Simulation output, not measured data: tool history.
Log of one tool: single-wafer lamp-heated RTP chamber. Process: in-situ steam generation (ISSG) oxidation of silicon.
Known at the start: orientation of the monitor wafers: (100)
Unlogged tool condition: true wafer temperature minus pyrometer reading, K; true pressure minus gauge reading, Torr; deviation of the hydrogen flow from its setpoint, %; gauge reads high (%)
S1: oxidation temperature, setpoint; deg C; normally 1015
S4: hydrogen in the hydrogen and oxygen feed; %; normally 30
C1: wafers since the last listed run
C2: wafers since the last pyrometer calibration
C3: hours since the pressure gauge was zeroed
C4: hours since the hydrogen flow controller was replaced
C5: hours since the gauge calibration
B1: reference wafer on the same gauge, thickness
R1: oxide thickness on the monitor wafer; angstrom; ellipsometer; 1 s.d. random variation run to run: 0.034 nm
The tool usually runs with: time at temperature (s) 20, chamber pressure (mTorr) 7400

Run 1, hour 0: usual settings but time at temperature (s) 24; C1 0; C2 1989; C3 3790.6; C4 6160.2; C5 1357; B1 7.198. Result: R1 67.7 angstrom.
Run 2, hour 78.2: usual settings but time at temperature (s) 24; C1 1757; C2 3747; C3 3868.8; C4 6238.4; C5 1435.2; B1 7.193. Result: R1 68.6 angstrom.
Run 3, hour 115.7: usual settings but time at temperature (s) 24; C1 842; C2 4590; C3 3906.3; C4 6275.9; C5 1472.7; B1 7.198. Result: R1 68.89 angstrom.
Run 4, hour 157.6: usual settings; C1 941; C2 5531; C3 3948.2; C4 6317.8; C5 1514.6; B1 7.194. Result: R1 63.62 angstrom.
Run 5, hour 195: usual settings but chamber pressure (mTorr) 6900; C1 840; C2 6372; C3 3985.6; C4 6355.2; C5 1552; B1 7.196. Result: R1 63.54 angstrom.
Run 6, hour 254: usual settings; C1 1326; C2 7698; C3 4044.6; C4 6414.2; C5 1611; B1 7.182. Result: R1 63.75 angstrom.
At hour 310: pyrometer window cleaned and pyrometer calibrated.
Run 7, hour 429.9: usual settings but S4 32 %; C1 3773; C2 2694; C3 4220.5; C4 6590.1; C5 1786.9; B1 7.197. Result: R1 64.68 angstrom.
Run 8, hour 527.6: usual settings but time at temperature (s) 16; C1 2195; C2 4889; C3 4318.2; C4 6687.8; C5 1884.6; B1 7.195. Result: R1 56.93 angstrom.
Run 9, hour 594.8: usual settings; C1 1510; C2 6400; C3 4385.4; C4 6755; C5 1951.8; B1 7.19. Result: R1 63.96 angstrom.
Run 10, hour 634: usual settings; C1 881; C2 7281; C3 4424.6; C4 6794.2; C5 1991; B1 7.192. Result: R1 63.25 angstrom.
At hour 667.5: pyrometer window cleaned and pyrometer calibrated.
Run 11, hour 700.6: usual settings but S1 1007 deg C; C1 1317; C2 744; C3 4491.2; C4 6860.8; C5 2057.6; B1 7.188. Result: R1 60.25 angstrom.
Run 12, hour 746.3: usual settings but S1 1007 deg C; C1 1027; C2 1771; C3 4536.9; C4 6906.5; C5 2103.3; B1 7.19. Result: R1 60.07 angstrom.
Run 13, hour 800.1: usual settings; C1 1209; C2 2980; C3 4590.7; C4 6960.3; C5 2157.1; B1 7.195. Result: R1 63.17 angstrom.
Run 14, hour 863.1: usual settings but time at temperature (s) 28; C1 1415; C2 4396; C3 4653.7; C4 7023.3; C5 2220.1; B1 7.187. Result: R1 73.73 angstrom.
Run 15, hour 943.6: usual settings but S1 1005 deg C, chamber pressure (mTorr) 8300; C1 1809; C2 6206; C3 4734.2; C4 7103.8; C5 2300.6; B1 7.193. Result: R1 60.31 angstrom.
At hour 998.1: pressure gauge zeroed.
Run 16, hour 1024.8: usual settings; C1 1645; C2 7851; C3 26.7; C4 7185; C5 2381.8; B1 7.186. Result: R1 64.15 angstrom.
Run 17, hour 1067.7: usual settings but S1 1023 deg C, S4 32 %; C1 964; C2 8815; C3 69.6; C4 7227.9; C5 2424.7; B1 7.195. Result: R1 68.23 angstrom.
At hour 1113.8: pyrometer window cleaned and pyrometer calibrated.
At hour 1175.1: gauge calibrated.
At hour 1302.1: hydrogen flow controller replaced.
Run 18, hour 1303.5: usual settings but S4 27 %; C1 4939; C2 4082; C3 305.4; C4 1.4; C5 128.4; B1 7.184. Result: R1 61.1 angstrom.
Run 19, hour 1358.6: usual settings but time at temperature (s) 28, chamber pressure (mTorr) 6900; C1 1238; C2 5321; C3 360.5; C4 56.5; C5 183.5; B1 7.189. Result: R1 73.84 angstrom.
Run 20, hour 1449.4: usual settings but S1 997 deg C, time at temperature (s) 14, chamber pressure (mTorr) 6900; C1 2040; C2 7362; C3 451.3; C4 147.3; C5 274.3; B1 7.183. Result: R1 50.64 angstrom.
Run 21, hour 1551.6: usual settings but S1 1007 deg C, time at temperature (s) 24; C1 2296; C2 9658; C3 553.5; C4 249.5; C5 376.5; B1 7.192. Result: R1 67.44 angstrom.
At hour 1568.3: pyrometer window cleaned and pyrometer calibrated.
Run 22, hour 1612.9: usual settings but S1 1006 deg C; C1 1197; C2 1001; C3 614.8; C4 310.8; C5 437.8; B1 7.201. Result: R1 60.3 angstrom.
Run 23, hour 1711.1: usual settings but S1 1035 deg C, time at temperature (s) 18; C1 2207; C2 3208; C3 713; C4 409; C5 536; B1 7.192. Result: R1 65.39 angstrom.
Run 24, hour 1800.1: usual settings; C1 2000; C2 5208; C3 802; C4 498; C5 625; B1 7.191. Result: R1 63.66 angstrom.
Run 25, hour 1903.4: usual settings but time at temperature (s) 28, chamber pressure (mTorr) 8200, S4 32 %; C1 2321; C2 7530; C3 905.3; C4 601.3; C5 728.3; B1 7.193. Result: R1 76.32 angstrom.
At hour 2010.5: pyrometer window cleaned and pyrometer calibrated.
Run 26, hour 2011: usual settings but chamber pressure (mTorr) 8600, S4 32 %; C1 2238; C2 11; C3 1012.9; C4 708.9; C5 835.9; B1 7.185. Result: R1 62.64 angstrom.

For some of the steps in R1 from one run to the next: how much would appear even if the tool had no hidden state, given the settings, what came in and random variation, and how much remains for the hidden state plus any gauge scatter that the measured result and the result without hidden state don't share?
Run 19 -> 20: S1 1015 -> 997, time at temperature (s) 28 -> 14. R1 -23.2 angstrom: hidden state -0.58, all else -22.62.
Run 20 -> 21: S1 997 -> 1007, time at temperature (s) 14 -> 24, chamber pressure (mTorr) 6900 -> 7400. R1 +16.8 angstrom: hidden state +1.44, all else +15.36.
Run 21 -> 22: S1 1007 -> 1006, time at temperature (s) 24 -> 20, pyrometer window cleaned and pyrometer calibrated. R1 -7.14 angstrom: hidden state -2.14, all else -5.
Run 25 -> 26: time at temperature (s) 28 -> 20, chamber pressure (mTorr) 8200 -> 8600, pyrometer window cleaned and pyrometer calibrated. R1 -13.68 angstrom: hidden state -2.58, all else -11.1.
